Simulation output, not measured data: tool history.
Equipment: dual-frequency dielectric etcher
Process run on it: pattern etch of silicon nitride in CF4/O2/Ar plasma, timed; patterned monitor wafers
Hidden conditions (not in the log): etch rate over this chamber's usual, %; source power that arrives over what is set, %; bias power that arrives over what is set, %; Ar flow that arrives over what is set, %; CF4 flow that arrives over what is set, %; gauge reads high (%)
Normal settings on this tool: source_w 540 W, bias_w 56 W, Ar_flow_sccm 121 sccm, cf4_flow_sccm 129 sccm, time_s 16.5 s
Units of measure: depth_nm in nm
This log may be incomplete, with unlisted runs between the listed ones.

| run | hour | source_w | bias_w | Ar_flow_sccm | cf4_flow_sccm | time_s | wafers since the last listed run | hours since the last wet clean | hours since the last source power generator calibration | hours since the last bias power generator calibration | hours since the last Ar flow controller change | hours since the last CF4 flow controller change | hours since the last upper electrode change | hours since the gauge calibration | read-back reference wafer on the same gauge, depth_nm | depth_nm |
|---|---|---|---|---|---|---|---|---|---|---|---|---|---|---|---|---|
| 1 | 0.0 | 540 | 56 | 121 | 129 | 16.5 | 0 | 120.9 | 4238.2 | 3074.9 | 1189.0 | 2666.3 | 4657.2 | 572.1 | 39.12 | 36.39 |
| 2 | 67.3 | 540 | 56 | 143 | 150 | 16.5 | 618 | 188.2 | 4305.5 | 3142.2 | 1256.3 | 2733.6 | 4724.5 | 639.4 | 39.06 | 36.18 |
|  | 143.0 | upper electrode replaced, of another model than before |
| 3 | 143.5 | 540 | 56 | 143 | 150 | 16.5 | 479 | 264.4 | 4381.7 | 3218.4 | 1332.5 | 2809.8 | 0.5 | 715.6 | 39.09 | 35.92 |
|  | 220.0 | wet clean of the chamber |
|  | 222.4 | gauge calibrated |
|  | 222.7 | bias power generator calibrated |
| 4 | 223.2 | 540 | 56 | 143 | 150 | 16.5 | 486 | 3.2 | 4461.4 | 0.5 | 1412.2 | 2889.5 | 80.2 | 0.8 | 39.11 | 35.69 |
| 5 | 238.2 | 540 | 56 | 121 | 129 | 16.5 | 137 | 18.2 | 4476.4 | 15.5 | 1427.2 | 2904.5 | 95.2 | 15.8 | 39.14 | 35.64 |
| 6 | 281.3 | 540 | 56 | 121 | 129 | 16.5 | 395 | 61.3 | 4519.5 | 58.6 | 1470.3 | 2947.6 | 138.3 | 58.9 | 39.09 | 35.59 |
|  | 339.7 | Ar flow controller replaced |
| 7 | 340.2 | 540 | 43 | 140 | 107 | 19.0 | 485 | 120.2 | 4578.4 | 117.5 | 0.5 | 3006.5 | 197.2 | 117.8 | 39.15 | 34.19 |
| 8 | 408.3 | 470 | 56 | 121 | 129 | 14.0 | 625 | 188.3 | 4646.5 | 185.6 | 68.6 | 3074.6 | 265.3 | 185.9 | 39.17 | 27.54 |
| 9 | 437.9 | 540 | 56 | 121 | 129 | 16.5 | 271 | 217.9 | 4676.1 | 215.2 | 98.2 | 3104.2 | 294.9 | 215.5 | 39.14 | 35.72 |
|  | 473.7 | CF4 flow controller replaced |
| 10 | 495.9 | 620 | 65 | 121 | 129 | 16.5 | 477 | 275.9 | 4734.1 | 273.2 | 156.2 | 22.2 | 352.9 | 273.5 | 39.07 | 42.67 |
| 11 | 542.3 | 540 | 56 | 138 | 129 | 16.5 | 426 | 322.3 | 4780.5 | 319.6 | 202.6 | 68.6 | 399.3 | 319.9 | 39.10 | 34.98 |
|  | 587.0 | wet clean of the chamber |
| 12 | 613.9 | 540 | 67 | 107 | 142 | 21.0 | 437 | 26.9 | 4852.1 | 391.2 | 274.2 | 140.2 | 470.9 | 391.5 | 39.07 | 50.66 |
| 13 | 639.6 | 420 | 56 | 148 | 119 | 16.5 | 236 | 52.6 | 4877.8 | 416.9 | 299.9 | 165.9 | 496.6 | 417.2 | 39.13 | 28.80 |
|  | 653.9 | source power generator calibrated |
| 14 | 696.9 | 540 | 56 | 121 | 129 | 16.5 | 489 | 109.9 | 43.0 | 474.2 | 357.2 | 223.2 | 553.9 | 474.5 | 39.05 | 34.61 |
| 15 | 756.3 | 540 | 52 | 121 | 137 | 16.5 | 545 | 169.3 | 102.4 | 533.6 | 416.6 | 282.6 | 613.3 | 533.9 | 39.14 | 33.37 |
| 16 | 807.2 | 540 | 52 | 147 | 129 | 16.5 | 467 | 220.2 | 153.3 | 584.5 | 467.5 | 333.5 | 664.2 | 584.8 | 39.10 | 32.49 |
| 17 | 852.3 | 540 | 56 | 121 | 129 | 21.5 | 414 | 265.3 | 198.4 | 629.6 | 512.6 | 378.6 | 709.3 | 629.9 | 39.15 | 44.88 |
| 18 | 893.5 | 500 | 62 | 133 | 129 | 19.5 | 378 | 306.5 | 239.6 | 670.8 | 553.8 | 419.8 | 750.5 | 671.1 | 39.12 | 40.35 |
| 19 | 953.1 | 540 | 56 | 121 | 129 | 13.0 | 547 | 366.1 | 299.2 | 730.4 | 613.4 | 479.4 | 810.1 | 730.7 | 39.09 | 27.27 |
|  | 1025.1 | wet clean of the chamber |
| 20 | 1080.3 | 540 | 56 | 141 | 129 | 16.5 | 947 | 55.2 | 426.4 | 857.6 | 740.6 | 606.6 | 937.3 | 857.9 | 39.11 | 34.07 |
| 21 | 1139.4 | 540 | 49 | 121 | 129 | 19.0 | 542 | 114.3 | 485.5 | 916.7 | 799.7 | 665.7 | 996.4 | 917.0 | 39.03 | 37.49 |

Entry by entry between the runs, the difference in hidden state between the last listed run before and the first listed run after:
From run 2 to run 3: upper electrode replaced, of another model than before (hour 143.0)
  source power that arrives over what is set, %: 5.34 -> 5.35
  measured minus no-state result, depth_nm: +1.92 -> +1.36 nm
From run 3 to run 4: wet clean of the chamber (hour 220.0); gauge calibrated (hour 222.4); bias power generator calibrated (hour 222.7)
  source power that arrives over what is set, %: 5.35 -> 5.37
  measured minus no-state result, depth_nm: +1.36 -> +1.36 nm
From run 6 to run 7: Ar flow controller replaced (hour 339.7)
  source power that arrives over what is set, %: 5.38 -> 5.39
  measured minus no-state result, depth_nm: +1.36 -> +1.31 nm
From run 9 to run 10: CF4 flow controller replaced (hour 473.7)
  source power that arrives over what is set, %: 5.41 -> 5.42
  measured minus no-state result, depth_nm: +1.36 -> +1.63 nm
From run 11 to run 12: wet clean of the chamber (hour 587.0)
  source power that arrives over what is set, %: 5.43 -> 5.44
  measured minus no-state result, depth_nm: +1.34 -> +1.94 nm
From run 13 to run 14: source power generator calibrated (hour 653.9)
  source power that arrives over what is set, %: 5.44 -> 0.35
  measured minus no-state result, depth_nm: +1.10 -> +0.09 nm
From run 19 to run 20: wet clean of the chamber (hour 1025.1)
  source power that arrives over what is set, %: 1.13 -> 1.47
  measured minus no-state result, depth_nm: +0.22 -> +0.37 nm
